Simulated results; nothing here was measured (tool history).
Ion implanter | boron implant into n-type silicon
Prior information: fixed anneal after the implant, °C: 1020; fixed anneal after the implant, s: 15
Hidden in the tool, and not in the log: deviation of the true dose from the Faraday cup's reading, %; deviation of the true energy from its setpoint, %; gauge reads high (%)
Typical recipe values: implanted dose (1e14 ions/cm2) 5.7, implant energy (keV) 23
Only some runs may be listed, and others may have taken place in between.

run    hour  implanted dose (1e14 ions/cm2)  implant energy (keV)  wafers since the last listed run  hours since the last dose calibration  hours since the extraction supply was calibrated  hours since the gauge calibration  read-back reference wafer on the same gauge, sheet resistance  sheet resistance of the implanted and annealed layer (ohm/square)
  1       0                             5.7                    23                                 0                                 1663.6                                            5619.7                              407.9                                                          188.1                                                             175.87
  2    90.1                             5.7                    23                              2031                                 1753.7                                            5709.8                                498                                                         188.09                                                             174.94
  3   107.5                             5.7                    23                               392                                 1771.1                                            5727.2                              515.4                                                         188.18                                                             175.82
  4   126.5                             5.7                    23                               428                                 1790.1                                            5746.2                              534.4                                                            188                                                             174.71
  5   141.1                             5.7                    23                               329                                 1804.7                                            5760.8                                549                                                         188.02                                                             174.76
  6   156.8                            4.34                    23                               353                                 1820.4                                            5776.5                              564.7                                                         187.98                                                             219.99
  7   188.1                            4.34                    23                               705                                 1851.7                                            5807.8                                596                                                         188.05                                                             219.18
  8   215.1                            4.69                    23                               608                                 1878.7                                            5834.8                                623                                                         187.89                                                             205.53
  9     230                            4.69                    23                               335                                 1893.6                                            5849.7                              637.9                                                         188.34                                                             206.75
 10   287.7                            6.26                    23                              1300                                 1951.3                                            5907.4                              695.6                                                          188.1                                                             161.45
 11   300.2                            6.26                    23                               281                                 1963.8                                            5919.9                              708.1                                                         187.94                                                             161.04
 12   329.4                            6.26                    23                               658                                   1993                                            5949.1                              737.3                                                         187.88                                                             160.28
      427.2  -- Faraday cup replaced and dose calibrated
 13   437.1                             5.7                  24.5                              2247                                    9.9                                            6056.8                                845                                                         187.77                                                             181.67
 14   451.7                             5.7                  24.5                               329                                   24.5                                            6071.4                              859.6                                                         188.08                                                             180.58
 15   482.8                            4.74                    23                               701                                   55.6                                            6102.5                              890.7                                                         187.95                                                             212.34
 16   497.3                             5.7                    23                               326                                   70.1                                              6117                              905.2                                                         188.16                                                             182.36
 17   523.2                             5.7                    23                               583                                     96                                            6142.9                              931.1                                                         188.25                                                             181.43
 18   611.7                            7.33                    25                              1995                                  184.5                                            6231.4                             1019.6                                                          188.1                                                             146.44
 19   641.3                            6.82                  26.5                               667                                  214.1                                              6261                             1049.2                                                         187.94                                                              154.7
 20   676.2                             5.7                  19.5                               786                                    249                                            6295.9                             1084.1                                                         187.82                                                             186.55
 21   693.9                             5.7                    23                               399                                  266.7                                            6313.6                             1101.8                                                         188.08                                                             182.03
 22   728.2                             5.7                  29.5                               773                                    301                                            6347.9                             1136.1                                                         188.12                                                             178.45
 23   764.1                            7.33                  27.5                               809                                  336.9                                            6383.8                               1172                                                         187.92                                                             145.16
 24     786                            6.59                    23                               493                                  358.8                                            6405.7                             1193.9                                                         188.12                                                             161.34
      814.8  -- extraction supply calibrated
 25   853.7                            6.68                  18.5                              1346                                  426.5                                              38.9                             1261.6                                                         188.25                                                             162.15
      909.8  -- gauge calibrated
 26   955.9                            4.73                    23                              2304                                  528.7                                             141.1                               46.1                                                         187.88                                                             212.11
 27   982.2                             5.7                    23                               592                                    555                                             167.4                               72.4                                                         187.89                                                             181.59
 28  1004.1                             5.7                    23                               493                                  576.9                                             189.3                               94.3                                                         187.77                                                             180.56
 29  1038.6                             5.7                    23                               777                                  611.4                                             223.8                              128.8                                                         187.76                                                             181.91
 30  1059.9                             5.7                    23                               480                                  632.7                                             245.1                              150.1                                                         188.07                                                             182.08
 31  1087.8                             5.7                  28.5                               629                                  660.6                                               273                                178                                                         187.92                                                             177.77
 32  1110.5                            4.98                    23                               511                                  683.3                                             295.7                              200.7                                                         187.95                                                             204.22
 33  1131.5                            4.47                    17                               473                                  704.3                                             316.7                              221.7                                                         188.09                                                             229.08
 34    1165                            6.71                    28                               755                                  737.8                                             350.2                              255.2                                                         188.23                                                             154.52
 35  1177.9                            4.73                    23                               290                                  750.7                                             363.1                              268.1                                                         187.98                                                              212.5
 36    1198                             5.7                    23                               453                                  770.8                                             383.2                              288.2                                                         188.22                                                             181.62
 37  1226.4                            6.17                  15.5                               640                                  799.2                                             411.6                              316.6                                                         188.13                                                             176.64

Across each entry between runs, compare the hidden state at the last listed run before it with the hidden state at the first listed run after it:
From run 12 to run 13: Faraday cup replaced and dose calibrated (hour 427.2)
  deviation of the true dose from the Faraday cup's reading, %: 4.96 -> -0.718
  measured value less the no-hidden-state value, sheet resistance of the implanted and annealed layer (ohm/square): -6.76 -> +1.1
From run 24 to run 25: extraction supply calibrated (hour 814.8)
  deviation of the true dose from the Faraday cup's reading, %: -0.564 -> -0.5
  measured value less the no-hidden-state value, sheet resistance of the implanted and annealed layer (ohm/square): +0.78 -> +0.7
From run 25 to run 26: gauge calibrated (hour 909.8)
  deviation of the true dose from the Faraday cup's reading, %: -0.5 -> -0.383
  measured value less the no-hidden-state value, sheet resistance of the implanted and annealed layer (ohm/square): +0.7 -> +0.66
